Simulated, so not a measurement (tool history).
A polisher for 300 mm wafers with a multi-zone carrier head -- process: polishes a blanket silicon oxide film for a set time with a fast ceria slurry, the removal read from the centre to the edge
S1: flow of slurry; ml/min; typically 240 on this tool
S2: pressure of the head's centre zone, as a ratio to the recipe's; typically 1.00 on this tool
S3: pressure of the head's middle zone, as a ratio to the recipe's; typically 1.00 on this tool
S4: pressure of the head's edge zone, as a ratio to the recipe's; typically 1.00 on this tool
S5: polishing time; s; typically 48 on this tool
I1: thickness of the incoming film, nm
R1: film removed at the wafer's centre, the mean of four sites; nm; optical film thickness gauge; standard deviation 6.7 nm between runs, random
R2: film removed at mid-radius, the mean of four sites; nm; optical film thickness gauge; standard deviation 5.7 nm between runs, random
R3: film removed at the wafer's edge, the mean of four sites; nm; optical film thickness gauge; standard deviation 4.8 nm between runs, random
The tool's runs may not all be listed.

Run 1, hour 0.0: usual settings; I1 3165.4. Result: R1 582.1 nm, R2 562.0 nm, R3 584.4 nm.
At hour 6.5: slurry nozzle cleaned.
Run 2, hour 86.4: usual settings; I1 3180.7. Result: R1 632.5 nm, R2 593.2 nm, R3 621.9 nm.
Run 3, hour 144.2: usual settings but S2 0.91; I1 3241.0. Result: R1 554.3 nm, R2 583.3 nm, R3 611.1 nm.
Run 4, hour 188.6: usual settings; I1 3215.9. Result: R1 602.7 nm, R2 573.2 nm, R3 604.0 nm.
At hour 199.7: edge zone pressure recalibrated.
At hour 218.4: worn pad replaced by a new one.
At hour 234.7: carrier head's membrane replaced by a new one.
Run 5, hour 236.9: usual settings; I1 3204.2. Result: R1 606.9 nm, R2 568.6 nm, R3 605.3 nm.
Run 6, hour 299.8: usual settings; I1 3169.7. Result: R1 595.4 nm, R2 557.8 nm, R3 592.1 nm.
Run 7, hour 376.3: usual settings; I1 3190.3. Result: R1 581.6 nm, R2 550.7 nm, R3 592.5 nm.
Run 8, hour 417.6: usual settings; I1 3168.9. Result: R1 589.4 nm, R2 544.5 nm, R3 588.8 nm.
Run 9, hour 487.5: usual settings but S1 285 ml/min, S5 56 s; I1 3152.5. Result: R1 708.2 nm, R2 672.5 nm, R3 696.7 nm.
At hour 498.9: slurry nozzle cleaned.
Run 10, hour 542.6: usual settings but S1 200 ml/min; I1 3210.9. Result: R1 627.4 nm, R2 594.2 nm, R3 617.6 nm.
Run 11, hour 626.5: usual settings but S1 205 ml/min, S2 1.08; I1 3216.9. Result: R1 648.3 nm, R2 572.5 nm, R3 597.8 nm.
At hour 651.0: worn pad replaced by a new one.
At hour 711.6: centre zone pressure recalibrated.
Run 12, hour 726.2: usual settings but S2 0.92, S3 0.95, S4 0.89, S5 38 s; I1 3137.1. Result: R1 442.2 nm, R2 439.1 nm, R3 454.3 nm.
Run 13, hour 794.1: usual settings but S1 280 ml/min, S5 59 s; I1 3232.6. Result: R1 764.7 nm, R2 721.1 nm, R3 755.2 nm.
Run 14, hour 899.7: usual settings but S4 0.93; I1 3156.4. Result: R1 584.5 nm, R2 567.1 nm, R3 575.8 nm.
At hour 919.5: slurry nozzle cleaned.
Run 15, hour 1003.6: usual settings; I1 3233.4. Result: R1 611.9 nm, R2 587.5 nm, R3 615.4 nm.
At hour 1142.3: edge zone pressure recalibrated.
At hour 1201.5: worn pad replaced by a new one.
Run 16, hour 1326.8: usual settings but S3 0.89, S4 1.11, S5 38 s; I1 3176.0. Result: R1 453.4 nm, R2 387.1 nm, R3 487.6 nm.
At hour 1332.3: slurry nozzle cleaned.
Run 17, hour 1377.1: usual settings but S2 1.04; I1 3167.1. Result: R1 664.5 nm, R2 611.8 nm, R3 628.3 nm.
Run 18, hour 1420.0: usual settings; I1 3198.3. Result: R1 630.7 nm, R2 593.1 nm, R3 622.2 nm.
Run 19, hour 1519.7: usual settings; I1 3178.0. Result: R1 608.4 nm, R2 579.0 nm, R3 604.1 nm.
Run 20, hour 1588.8: usual settings but S2 0.97, S3 0.92; I1 3231.1. Result: R1 576.2 nm, R2 530.1 nm, R3 602.1 nm.
Run 21, hour 1682.8: usual settings; I1 3206.8. Result: R1 585.1 nm, R2 552.1 nm, R3 592.8 nm.
At hour 1701.5: worn pad replaced by a new one.
Run 22, hour 1721.5: usual settings; I1 3201.3. Result: R1 584.1 nm, R2 548.1 nm, R3 592.0 nm.
Run 23, hour 1825.1: usual settings but S1 300 ml/min, S2 0.95, S3 1.12, S4 0.96; I1 3218.7. Result: R1 581.1 nm, R2 642.0 nm, R3 595.0 nm.

Here are 3 independent what-if runs from the current tool condition. What would each one return?
Run A, hour 1825.5: usual settings but S1 285 ml/min; I1 3185.8. Result: R1 ?, R2 ?, R3 ?.
Run B, hour 1825.5: usual settings but S1 190 ml/min, S2 1.06, S3 1.06; I1 3185.8. Result: R1 ?, R2 ?, R3 ?.
Run C, hour 1825.5: usual settings but S1 165 ml/min, S5 39 s; I1 3185.8. Result: R1 ?, R2 ?, R3 ?.

run     R1     R2     R3
  A  600.8  569.5  604.2
  B  561.2  536.7  559.8
  C  405.9  394.3  440.0
With no hidden state in the tool, these same runs would have given:
run     R1     R2     R3
  A  669.5  627.3  649.1
  B  664.7  622.5  621.5
  C  495.2  468.6  495.4
